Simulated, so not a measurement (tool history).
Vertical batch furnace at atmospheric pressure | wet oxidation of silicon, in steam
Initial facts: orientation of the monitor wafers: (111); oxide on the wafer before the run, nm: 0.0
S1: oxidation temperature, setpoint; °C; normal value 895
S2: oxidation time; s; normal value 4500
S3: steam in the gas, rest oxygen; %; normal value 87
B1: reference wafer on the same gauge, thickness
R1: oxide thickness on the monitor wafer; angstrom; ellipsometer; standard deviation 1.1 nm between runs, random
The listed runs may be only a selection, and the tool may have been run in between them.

run,hour,S1,S2,S3,B1,R1
1,0.0,895,4500,87,203.72,2392.4
2,16.3,895,4500,80,203.89,2232.1
3,35.9,895,4500,80,203.98,2248.3
4,62.7,895,4500,80,204.36,2226.5
5,86.2,895,4500,87,204.00,2376.1
6,112.0,895,5520,90,204.01,2877.4
7,147.7,895,5520,90,203.98,2891.2
8,182.8,895,5520,90,204.08,2863.9
9,197.1,895,4500,87,204.23,2389.7
10,225.9,895,4500,87,204.20,2395.3
11,244.4,895,4500,87,203.75,2395.8
12,294.5,895,4500,87,203.97,2392.2
13,315.1,895,4500,87,203.86,2396.0
14,346.8,895,4500,87,203.92,2387.6
15,367.7,895,4500,87,204.04,2390.8
16,395.4,895,4500,87,203.82,2393.1
17,426.6,907,3300,87,204.20,2145.9
18,438.8,882,4500,82,204.06,1933.2
19,463.9,875,4500,77,204.05,1656.2
20,488.0,917,5160,93,204.00,3477.7
21,522.9,882,4500,87,204.06,2024.7
22,553.4,918,6390,91,203.78,4006.3
23,576.3,876,3750,93,204.13,1688.3
24,594.6,895,4500,90,203.94,2443.6
25,647.1,895,4500,87,203.86,2388.5
26,655.3,895,3300,87,203.82,1847.5
27,671.9,915,4500,91,204.25,3062.0
28,690.1,914,3690,91,203.97,2581.5
29,714.3,895,4500,87,203.92,2386.2
30,730.0,895,4500,87,204.43,2374.9
31,744.1,895,5100,94,203.89,2782.5
32,759.8,877,4500,87,203.87,1895.0
33,784.8,919,3150,95,204.24,2472.3
34,801.9,895,4500,87,203.86,2374.5
35,819.8,895,6330,83,204.31,3023.1
36,897.8,895,2790,87,203.93,1598.4
37,922.6,874,6000,82,203.90,2208.3
38,944.0,895,4500,78,203.79,2186.2
39,975.9,874,4500,87,204.01,1813.6

Taken out of this log: 3 entries between the listed runs. Where each belongs, and how the hidden state differs across it:
In the gap between runs 9 and 10: thermocouples replaced and temperature profile calibrated (hour 225.4)
  no difference in the tool's unlogged condition between these two runs
In the gap between runs 14 and 15: gauge calibrated (hour 353.8)
  no difference in the tool's unlogged condition between these two runs
In the gap between runs 24 and 25: steam generator serviced (hour 646.6)
  no difference in the tool's unlogged condition between these two runs
